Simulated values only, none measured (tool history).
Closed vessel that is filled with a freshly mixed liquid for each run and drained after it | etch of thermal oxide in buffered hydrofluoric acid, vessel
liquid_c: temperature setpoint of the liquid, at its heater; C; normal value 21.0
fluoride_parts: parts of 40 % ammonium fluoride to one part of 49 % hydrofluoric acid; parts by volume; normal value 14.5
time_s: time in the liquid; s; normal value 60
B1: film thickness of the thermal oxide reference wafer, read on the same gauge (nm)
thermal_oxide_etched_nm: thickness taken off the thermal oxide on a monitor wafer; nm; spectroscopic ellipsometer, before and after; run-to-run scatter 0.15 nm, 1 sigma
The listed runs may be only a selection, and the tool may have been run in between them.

{"run": 1, "day": 0.0, "liquid_c": 19.0, "fluoride_parts": 14.5, "time_s": 60, "B1": 139.97, "thermal_oxide_etched_nm": 35.48}
{"run": 2, "day": 1.45, "liquid_c": 21.0, "fluoride_parts": 14.5, "time_s": 60, "B1": 140.01, "thermal_oxide_etched_nm": 39.72}
{"run": 3, "day": 2.425, "liquid_c": 20.0, "fluoride_parts": 14.5, "time_s": 75, "B1": 139.95, "thermal_oxide_etched_nm": 47.22}
{"run": 4, "day": 3.888, "liquid_c": 20.0, "fluoride_parts": 14.5, "time_s": 75, "B1": 139.96, "thermal_oxide_etched_nm": 47.02}
{"run": 5, "day": 5.229, "liquid_c": 20.0, "fluoride_parts": 14.5, "time_s": 75, "B1": 140.01, "thermal_oxide_etched_nm": 47.27}
{"run": 6, "day": 6.071, "liquid_c": 23.0, "fluoride_parts": 14.5, "time_s": 60, "B1": 139.97, "thermal_oxide_etched_nm": 44.59}
{"run": 7, "day": 7.329, "liquid_c": 23.0, "fluoride_parts": 14.5, "time_s": 60, "B1": 140.02, "thermal_oxide_etched_nm": 44.49}
{"run": 8, "day": 8.608, "liquid_c": 21.0, "fluoride_parts": 14.5, "time_s": 60, "B1": 139.98, "thermal_oxide_etched_nm": 39.96}
{"run": 9, "day": 9.867, "liquid_c": 21.0, "fluoride_parts": 14.5, "time_s": 60, "B1": 139.98, "thermal_oxide_etched_nm": 39.72}
{"run": 10, "day": 10.792, "liquid_c": 21.0, "fluoride_parts": 14.5, "time_s": 60, "B1": 140.0, "thermal_oxide_etched_nm": 39.91}
{"run": 11, "day": 11.35, "liquid_c": 21.0, "fluoride_parts": 14.5, "time_s": 60, "B1": 140.01, "thermal_oxide_etched_nm": 39.95}
{"run": 12, "day": 12.35, "liquid_c": 21.0, "fluoride_parts": 14.5, "time_s": 60, "B1": 139.98, "thermal_oxide_etched_nm": 39.9}
{"day": 12.604, "done": "gauge calibrated"}
{"day": 14.421, "done": "hydrofluoric acid flow meter replaced"}
{"run": 13, "day": 16.058, "liquid_c": 21.0, "fluoride_parts": 14.5, "time_s": 60, "B1": 140.01, "thermal_oxide_etched_nm": 40.24}
{"run": 14, "day": 17.25, "liquid_c": 21.0, "fluoride_parts": 14.5, "time_s": 60, "B1": 140.0, "thermal_oxide_etched_nm": 40.25}
{"run": 15, "day": 17.971, "liquid_c": 24.5, "fluoride_parts": 14.5, "time_s": 80, "B1": 139.98, "thermal_oxide_etched_nm": 64.81}
{"run": 16, "day": 19.271, "liquid_c": 20.0, "fluoride_parts": 14.5, "time_s": 75, "B1": 139.99, "thermal_oxide_etched_nm": 47.25}
{"run": 17, "day": 23.396, "liquid_c": 21.0, "fluoride_parts": 10.0, "time_s": 60, "B1": 139.99, "thermal_oxide_etched_nm": 57.88}
{"run": 18, "day": 24.55, "liquid_c": 21.0, "fluoride_parts": 14.5, "time_s": 75, "B1": 139.96, "thermal_oxide_etched_nm": 49.75}
{"day": 25.729, "done": "thermometer replaced"}
{"run": 19, "day": 25.804, "liquid_c": 23.0, "fluoride_parts": 14.5, "time_s": 60, "B1": 140.02, "thermal_oxide_etched_nm": 44.62}
{"run": 20, "day": 27.033, "liquid_c": 23.0, "fluoride_parts": 14.5, "time_s": 60, "B1": 139.98, "thermal_oxide_etched_nm": 44.69}
{"run": 21, "day": 28.808, "liquid_c": 18.5, "fluoride_parts": 18.5, "time_s": 35, "B1": 139.97, "thermal_oxide_etched_nm": 15.96}
{"run": 22, "day": 32.371, "liquid_c": 21.0, "fluoride_parts": 9.0, "time_s": 85, "B1": 140.0, "thermal_oxide_etched_nm": 86.71}
{"run": 23, "day": 33.108, "liquid_c": 21.0, "fluoride_parts": 12.0, "time_s": 80, "B1": 139.98, "thermal_oxide_etched_nm": 63.43}
{"run": 24, "day": 33.796, "liquid_c": 21.0, "fluoride_parts": 14.5, "time_s": 50, "B1": 139.94, "thermal_oxide_etched_nm": 33.36}
{"run": 25, "day": 35.079, "liquid_c": 24.5, "fluoride_parts": 14.5, "time_s": 35, "B1": 140.0, "thermal_oxide_etched_nm": 28.08}

What was the tool's hidden state at every run in the log?
liquid colder than its thermometer reads (K): 0 across all the runs
hydrofluoric acid flow above the setpoint (%): 0 across all the runs
gauge reads high (%): 0 across all the runs
